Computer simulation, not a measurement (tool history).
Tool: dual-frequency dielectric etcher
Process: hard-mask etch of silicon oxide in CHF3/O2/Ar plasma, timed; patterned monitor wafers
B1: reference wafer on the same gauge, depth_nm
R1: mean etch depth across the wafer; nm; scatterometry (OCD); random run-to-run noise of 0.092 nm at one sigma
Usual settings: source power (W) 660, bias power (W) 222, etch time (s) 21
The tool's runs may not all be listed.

Run 1, hour 0: usual settings; B1 49.2. Result: R1 44.81 nm.
Run 2, hour 60.7: usual settings; B1 49.19. Result: R1 44.64 nm.
Run 3, hour 108.2: usual settings; B1 49.17. Result: R1 44.64 nm.
Run 4, hour 152.3: usual settings; B1 49.24. Result: R1 44.44 nm.
Run 5, hour 225.9: usual settings; B1 49.16. Result: R1 44.36 nm.
At hour 252.5: wet clean of the chamber.
Run 6, hour 293.2: usual settings; B1 49.21. Result: R1 45.38 nm.
Run 7, hour 324.3: usual settings but bias power (W) 191; B1 49.2. Result: R1 41.58 nm.
At hour 377.9: bias power generator calibrated.
Run 8, hour 378.4: usual settings but bias power (W) 191; B1 49.19. Result: R1 41.24 nm.
Run 9, hour 411.5: usual settings but bias power (W) 191; B1 49.19. Result: R1 41.45 nm.
Run 10, hour 469.4: usual settings but bias power (W) 266, etch time (s) 16.5; B1 49.24. Result: R1 39.13 nm.
At hour 489.9: source power generator calibrated.
Run 11, hour 510.4: usual settings but bias power (W) 266, etch time (s) 16.5; B1 49.2. Result: R1 38.97 nm.
At hour 546.7: upper electrode replaced, of another model than before.
Run 12, hour 547.2: usual settings but etch time (s) 17.5; B1 49.2. Result: R1 37.35 nm.
Run 13, hour 601.5: usual settings; B1 49.2. Result: R1 44.75 nm.
Run 14, hour 643.2: usual settings but bias power (W) 183, etch time (s) 19.5; B1 49.21. Result: R1 38.57 nm.
Run 15, hour 693.5: usual settings but etch time (s) 15.5; B1 49.2. Result: R1 32.78 nm.
Run 16, hour 743.9: usual settings but bias power (W) 271, etch time (s) 25; B1 49.16. Result: R1 57.19 nm.
At hour 816.7: wet clean of the chamber.
Run 17, hour 817.2: usual settings but source power (W) 560, bias power (W) 167, etch time (s) 17.5; B1 49.17. Result: R1 31.73 nm.
At hour 824.9: gauge calibrated.
Run 18, hour 849.3: usual settings; B1 49.19. Result: R1 45.43 nm.
Run 19, hour 898.8: usual settings but etch time (s) 15.5; B1 49.2. Result: R1 33.58 nm.
Run 20, hour 952.7: usual settings but source power (W) 790; B1 49.21. Result: R1 48.85 nm.
Run 21, hour 980: usual settings; B1 49.2. Result: R1 45.38 nm.
Run 22, hour 1039.7: usual settings but source power (W) 720, etch time (s) 15; B1 49.2. Result: R1 33.64 nm.
Run 23, hour 1073.9: usual settings; B1 49.16. Result: R1 45.07 nm.

Forecast each of these 5 alternatives for the next run:
Run A, hour 1074.3: usual settings but source power (W) 550; B1 ?. Result: R1 ?.
Run B, hour 1074.3: usual settings but source power (W) 770, bias power (W) 198, etch time (s) 23.5; B1 ?. Result: R1 ?.
Run C, hour 1074.3: usual settings but bias power (W) 197, etch time (s) 15; B1 ?. Result: R1 ?.
Run D, hour 1074.3: usual settings but source power (W) 540, bias power (W) 271, etch time (s) 23.5; B1 ?. Result: R1 ?.
Run E, hour 1074.3: usual settings but source power (W) 550, bias power (W) 188, etch time (s) 27; B1 ?. Result: R1 ?.

run     B1     R1
  A  49.19  41.79
  B  49.19  51.63
  C  49.19  30.82
  D  49.19  50.21
  E  49.19  50.37
Take away the tool's hidden state, keep each run's random variation, and the runs would have read:
run     R1
  A  42.01
  B  51.89
  C  30.97
  D  50.46
  E  50.62
